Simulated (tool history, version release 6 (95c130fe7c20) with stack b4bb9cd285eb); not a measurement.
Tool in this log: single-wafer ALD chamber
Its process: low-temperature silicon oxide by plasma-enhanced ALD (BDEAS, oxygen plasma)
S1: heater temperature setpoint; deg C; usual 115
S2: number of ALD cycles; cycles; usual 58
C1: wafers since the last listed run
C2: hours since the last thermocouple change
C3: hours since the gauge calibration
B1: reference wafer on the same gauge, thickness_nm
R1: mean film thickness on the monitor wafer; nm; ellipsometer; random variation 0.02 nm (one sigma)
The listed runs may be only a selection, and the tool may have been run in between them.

| run | hour | S1 | S2 | C1 | C2 | C3 | B1 | R1 |
|---|---|---|---|---|---|---|---|---|
| 1 | 0.0 | 115 | 58 | 0 | 271.0 | 643.3 | 7.891 | 8.028 |
| 2 | 179.3 | 115 | 58 | 1267 | 450.3 | 822.6 | 7.898 | 8.033 |
| 3 | 261.9 | 115 | 58 | 584 | 532.9 | 905.2 | 7.904 | 8.053 |
| 4 | 343.1 | 115 | 58 | 574 | 614.1 | 986.4 | 7.906 | 8.022 |
| 5 | 401.3 | 115 | 65 | 411 | 672.3 | 1044.6 | 7.900 | 8.969 |
| 6 | 506.3 | 109 | 49 | 742 | 777.3 | 1149.6 | 7.898 | 6.853 |
| 7 | 584.8 | 109 | 49 | 555 | 855.8 | 1228.1 | 7.903 | 6.848 |
| 8 | 677.1 | 115 | 58 | 652 | 948.1 | 1320.4 | 7.892 | 7.998 |
| 9 | 953.1 | 115 | 58 | 1951 | 1224.1 | 1596.4 | 7.899 | 8.045 |
| 10 | 1043.2 | 119 | 58 | 637 | 1314.2 | 1686.5 | 7.903 | 7.939 |
| 11 | 1121.4 | 119 | 58 | 553 | 1392.4 | 1764.7 | 7.902 | 7.961 |
|  | 1142.1 | gauge calibrated |
| 12 | 1184.8 | 115 | 58 | 448 | 1455.8 | 42.7 | 7.901 | 8.016 |
| 13 | 1272.2 | 115 | 58 | 618 | 1543.2 | 130.1 | 7.898 | 8.008 |
| 14 | 1342.3 | 115 | 58 | 495 | 1613.3 | 200.2 | 7.898 | 8.018 |
| 15 | 1409.9 | 107 | 55 | 478 | 1680.9 | 267.8 | 7.903 | 7.711 |
| 16 | 1469.9 | 109 | 51 | 424 | 1740.9 | 327.8 | 7.902 | 7.103 |
| 17 | 1539.2 | 128 | 58 | 490 | 1810.2 | 397.1 | 7.899 | 7.811 |
| 18 | 1601.6 | 115 | 58 | 441 | 1872.6 | 459.5 | 7.902 | 8.022 |
| 19 | 1641.1 | 115 | 58 | 279 | 1912.1 | 499.0 | 7.901 | 8.006 |
|  | 1654.5 | thermocouple changed; heater temperature recalibrated |
| 20 | 1708.2 | 115 | 58 | 417 | 53.7 | 566.1 | 7.890 | 8.020 |
| 21 | 1750.4 | 120 | 62 | 298 | 95.9 | 608.3 | 7.895 | 8.477 |
| 22 | 1843.9 | 105 | 49 | 661 | 189.4 | 701.8 | 7.902 | 6.818 |
|  | 1960.7 | thermocouple changed; heater temperature recalibrated, repeated, since the last time left the tool worse |
| 23 | 2092.7 | 130 | 58 | 1702 | 132.0 | 950.6 | 7.904 | 7.883 |
| 24 | 2153.7 | 115 | 66 | 431 | 193.0 | 1011.6 | 7.903 | 9.153 |
| 25 | 2194.4 | 107 | 55 | 287 | 233.7 | 1052.3 | 7.901 | 7.756 |
| 26 | 2292.4 | 100 | 47 | 693 | 331.7 | 1150.3 | 7.898 | 6.699 |
| 27 | 2398.2 | 111 | 49 | 748 | 437.5 | 1256.1 | 7.908 | 6.838 |
| 28 | 2501.9 | 127 | 69 | 733 | 541.2 | 1359.8 | 7.901 | 9.337 |

Predict each of these 3 candidate next runs independently; none follows another, all start after run 28:
| A | 2502.4 | 115 | 64 | 3 | 541.7 | 1360.3 | ? | ? |
| B | 2502.4 | 129 | 65 | 3 | 541.7 | 1360.3 | ? | ? |
| C | 2502.4 | 102 | 66 | 3 | 541.7 | 1360.3 | ? | ? |

| run | B1 | R1 |
|---|---|---|
| A | 7.904 | 8.811 |
| B | 7.904 | 8.743 |
| C | 7.904 | 9.281 |
With no hidden state in the tool, these same runs would have given:
| run | R1 |
|---|---|
| A | 8.843 |
| B | 8.775 |
| C | 9.314 |

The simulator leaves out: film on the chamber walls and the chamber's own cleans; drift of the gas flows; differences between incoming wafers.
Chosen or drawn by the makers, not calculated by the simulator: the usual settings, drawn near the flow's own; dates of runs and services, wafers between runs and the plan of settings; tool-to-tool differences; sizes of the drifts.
